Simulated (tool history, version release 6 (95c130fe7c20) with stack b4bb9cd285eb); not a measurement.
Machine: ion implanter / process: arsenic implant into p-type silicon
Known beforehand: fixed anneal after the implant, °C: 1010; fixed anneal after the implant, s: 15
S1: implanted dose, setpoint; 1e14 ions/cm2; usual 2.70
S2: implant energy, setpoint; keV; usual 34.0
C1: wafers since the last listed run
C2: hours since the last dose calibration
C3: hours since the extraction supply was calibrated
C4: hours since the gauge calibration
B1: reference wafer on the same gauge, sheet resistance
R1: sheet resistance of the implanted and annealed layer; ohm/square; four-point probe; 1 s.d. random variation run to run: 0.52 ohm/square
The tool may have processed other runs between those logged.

run   hour    S1    S2    C1      C2      C3     C4      B1      R1
  1    0.0  2.70  25.5     0   713.8  1632.7  250.9  380.06  360.15
  2   71.9  2.70  25.5  1537   785.7  1704.6  322.8  380.01  359.71
  3  134.4  2.70  25.5  1336   848.2  1767.1  385.3  380.05  359.01
  4  205.9  2.47  34.0  1528   919.7  1838.6  456.8  379.95  366.76
  5  249.7  2.53  34.0   936   963.5  1882.4  500.6  379.82  360.62
  6  292.3  2.53  34.0   910  1006.1  1925.0  543.2  379.98  358.81
  7  339.1  2.53  34.0  1000  1052.9  1971.8  590.0  380.08  359.18
  8  393.1  2.96  28.5  1154  1106.9  2025.8  644.0  380.10  326.71
  9  435.4  2.70  34.0   904  1149.2  2068.1  686.3  380.07  340.36
     457.2  -- Faraday cup replaced and dose calibrated
 10  478.6  3.50  31.0   752    21.4  2111.3  729.5  380.01  289.83
 11  503.4  3.09  26.5   530    46.2  2136.1  754.3  379.95  326.14
     536.6  -- gauge calibrated
 12  567.2  3.30  23.0  1364   110.0  2199.9   30.6  380.14  316.84
     577.7  -- extraction supply calibrated
 13  606.7  2.70  34.0   673   149.5    29.0   70.1  379.97  348.56
 14  672.6  2.70  34.0  1409   215.4    94.9  136.0  380.10  348.14
 15  736.2  2.98  34.0  1359   279.0   158.5  199.6  379.96  322.75

Alternative continuations, all from the tool just after run 15; predict every row:
  A  736.6  2.70  24.0   8  279.4  158.9  200.0   ?   ?
  B  736.6  3.27  23.0   8  279.4  158.9  200.0   ?   ?
  C  736.6  2.49  46.0   8  279.4  158.9  200.0   ?   ?

run      B1      R1
  A  379.90  364.41
  B  379.90  317.55
  C  379.90  351.77
Take away the tool's hidden state, keep each run's random variation, and the runs would have read:
run      R1
  A  365.07
  B  318.12
  C  352.38
